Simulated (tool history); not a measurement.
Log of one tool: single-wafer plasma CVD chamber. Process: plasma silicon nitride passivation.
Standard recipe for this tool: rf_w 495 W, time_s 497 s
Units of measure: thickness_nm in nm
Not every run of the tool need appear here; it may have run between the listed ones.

run,hour,rf_w,time_s,wafers since the last listed run,hours since the last RF generator calibration,hours since the showerhead was replaced,hours since the gauge calibration,"read-back reference wafer on the same gauge, thickness_nm",thickness_nm
1,0,495,423,0,93.7,6278.1,283.4,577.853,605.422
2,54.8,495,423,268,148.5,6332.9,338.2,578.183,608.298
3,128.9,530,497,362,222.6,6407,412.3,577.445,727.76
4,195.2,495,454,324,288.9,6473.3,478.6,577.858,651.262
5,241.2,495,497,225,334.9,6519.3,524.6,577.061,713.111
6,318.3,495,497,377,412,6596.4,601.7,577.217,715.185
7,376.3,495,497,283,470,6654.4,659.7,576.731,709.191
8,522,495,497,712,615.7,6800.1,805.4,575.372,708.585
9,625.8,495,497,507,719.5,6903.9,909.2,574.618,712.252
10,713.3,495,497,428,807,6991.4,996.7,573.724,710.912
11,806.8,495,497,457,900.5,7084.9,1090.2,572.05,704.506
12,865.2,495,497,285,958.9,7143.3,1148.6,572.597,708.967
13,929.3,495,427,313,1023,7207.4,1212.7,571.438,602.219
14,1019.8,495,427,442,1113.5,7297.9,1303.2,571.486,606.163
15,1125.7,465,550,518,1219.4,7403.8,1409.1,569.418,766.055
16,1163.6,530,410,185,1257.3,7441.7,1447,569.221,587.338
# hour 1246.4: RF generator calibrated
17,1246.9,535,434,368,0.5,7525,1530.3,568.017,623.865
18,1329.5,555,562,404,83.1,7607.6,1612.9,566.867,810.339
# hour 1396.8: showerhead replaced
19,1528.6,535,458,934,282.2,131.8,1812,564.293,651.583
# hour 1561.2: gauge calibrated
20,1581.2,495,401,257,334.8,184.4,20,576.284,576.603
21,1646.1,495,497,317,399.7,249.3,84.9,575.598,710.358
22,1701.8,450,528,272,455.4,305,140.6,575.836,737.686
23,1747.4,495,497,223,501,350.6,186.2,576.079,712.733
24,1853.2,465,552,517,606.8,456.4,292,575.745,774.634
25,1995.6,450,530,696,749.2,598.8,434.4,575.062,740.792
26,2086.9,445,566,446,840.5,690.1,525.7,575.13,792.349
27,2186.2,565,524,485,939.8,789.4,625,573.576,771.638
28,2261.6,430,525,368,1015.2,864.8,700.4,573.964,722.203

Hidden state or all else? Some run-to-run changes of thickness_nm, split into what the settings, what came in and random variation would give without the hidden state, and what is left for the hidden state (with any gauge scatter that isn't in both results):
What the log doesn't record here: delivered RF power above the setpoint (%); gauge reads high (%).
Run 15 -> 16: rf_w 465 -> 530, time_s 550 -> 410. thickness_nm -178.717 nm: hidden state +2.189, all else -180.906.
Run 17 -> 18: rf_w 535 -> 555, time_s 434 -> 562. thickness_nm +186.474 nm: hidden state -5.04, all else +191.514.
Run 19 -> 20: rf_w 535 -> 495, time_s 458 -> 401, gauge calibrated. thickness_nm -74.98 nm: hidden state +14.353, all else -89.333.
